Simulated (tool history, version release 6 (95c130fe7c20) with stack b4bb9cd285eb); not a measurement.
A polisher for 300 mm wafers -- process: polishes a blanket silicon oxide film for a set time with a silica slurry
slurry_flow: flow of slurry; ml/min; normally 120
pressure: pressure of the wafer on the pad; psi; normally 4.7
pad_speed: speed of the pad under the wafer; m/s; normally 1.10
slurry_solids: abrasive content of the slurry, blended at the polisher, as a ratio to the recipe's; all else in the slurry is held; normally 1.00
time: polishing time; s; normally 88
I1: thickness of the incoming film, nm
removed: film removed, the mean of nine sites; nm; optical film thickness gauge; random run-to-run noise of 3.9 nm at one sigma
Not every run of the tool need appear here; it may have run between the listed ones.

Run 1, hour 0.0: usual settings; I1 1829.2. Result: removed 256.7 nm.
At hour 12.4: slurry blender recalibrated.
Run 2, hour 17.4: usual settings; I1 1833.7. Result: removed 296.2 nm.
Run 3, hour 31.2: usual settings; I1 1844.4. Result: removed 299.5 nm.
Run 4, hour 62.0: usual settings; I1 1826.7. Result: removed 288.8 nm.
At hour 86.5: worn pad replaced by a new one.
Run 5, hour 95.1: usual settings; I1 1824.7. Result: removed 293.5 nm.
Run 6, hour 190.0: usual settings; I1 1815.5. Result: removed 287.1 nm.
Run 7, hour 210.4: usual settings; I1 1836.5. Result: removed 283.4 nm.
At hour 222.4: worn pad replaced by a new one.
Run 8, hour 227.5: usual settings but slurry_solids 1.20; I1 1803.1. Result: removed 289.4 nm.
At hour 234.4: slurry nozzle cleaned.
Run 9, hour 242.7: usual settings but slurry_flow 100 ml/min; I1 1836.2. Result: removed 269.4 nm.
Run 10, hour 267.6: usual settings but slurry_flow 100 ml/min; I1 1794.9. Result: removed 266.2 nm.
Run 11, hour 283.2: usual settings; I1 1815.2. Result: removed 279.2 nm.
Run 12, hour 313.0: usual settings; I1 1803.0. Result: removed 275.2 nm.
Run 13, hour 326.0: usual settings; I1 1786.3. Result: removed 266.3 nm.
At hour 330.3: worn pad replaced by a new one.
At hour 359.3: conditioning disc replaced and pad reconditioned.
At hour 359.9: slurry blender recalibrated.
At hour 382.2: head pressure recalibrated.
Run 14, hour 396.6: usual settings; I1 1829.9. Result: removed 290.6 nm.
Run 15, hour 418.6: usual settings but slurry_flow 100 ml/min, pad_speed 0.98 m/s; I1 1835.4. Result: removed 251.8 nm.
At hour 443.0: worn pad replaced by a new one.
Run 16, hour 454.5: usual settings; I1 1800.8. Result: removed 284.1 nm.
Run 17, hour 473.5: usual settings; I1 1780.3. Result: removed 289.3 nm.
Run 18, hour 494.5: usual settings but pressure 4.0 psi, pad_speed 0.92 m/s; I1 1834.5. Result: removed 225.4 nm.
Run 19, hour 525.7: usual settings but slurry_flow 160 ml/min, pressure 5.9 psi, slurry_solids 1.10; I1 1835.4. Result: removed 368.5 nm.
Run 20, hour 542.5: usual settings but pressure 6.1 psi, pad_speed 0.78 m/s; I1 1826.6. Result: removed 282.1 nm.
Run 21, hour 565.6: usual settings but pressure 5.2 psi, slurry_solids 1.25, time 119 s; I1 1839.7. Result: removed 426.4 nm.
At hour 571.3: slurry nozzle cleaned.
At hour 580.9: worn pad replaced by a new one.
Run 22, hour 588.7: usual settings but slurry_flow 130 ml/min, slurry_solids 0.85, time 104 s; I1 1820.8. Result: removed 312.3 nm.
Run 23, hour 614.3: usual settings but pad_speed 1.40 m/s, slurry_solids 1.10; I1 1797.8. Result: removed 331.1 nm.
Run 24, hour 627.5: usual settings but slurry_flow 85 ml/min, pad_speed 0.98 m/s; I1 1811.1. Result: removed 227.5 nm.

Some steps in removed, run to run, broken into two amounts with sign: the step expected even without the hidden condition (settings, incoming material, random variation), and the rest, left for the hidden condition together with whatever gauge scatter is not in both the measured and the hidden-condition-free result:
The tool's hidden condition here consists of: removal rate lost through wear of the pad, %; slurry flow missing at the pad, %; deviation of the head's pressure from its setpoint, %; abrasive missing from the slurry, %; time polished since the conditioner stopped cutting, s.
Run 1 -> 2: slurry blender recalibrated. removed +39.5 nm: hidden state +38.8, all else +0.7.
Run 13 -> 14: worn pad replaced by a new one, conditioning disc replaced and pad reconditioned, slurry blender recalibrated, head pressure recalibrated. removed +24.3 nm: hidden state +19.2, all else +5.1.
Run 18 -> 19: slurry_flow 120 -> 160, pressure 4.0 -> 5.9, pad_speed 0.92 -> 1.10, slurry_solids 1.00 -> 1.10. removed +143.1 nm: hidden state -9.8, all else +152.9.
Run 20 -> 21: pressure 6.1 -> 5.2, pad_speed 0.78 -> 1.10, slurry_solids 1.00 -> 1.25, time 88 -> 119. removed +144.3 nm: hidden state -9.8, all else +154.1.
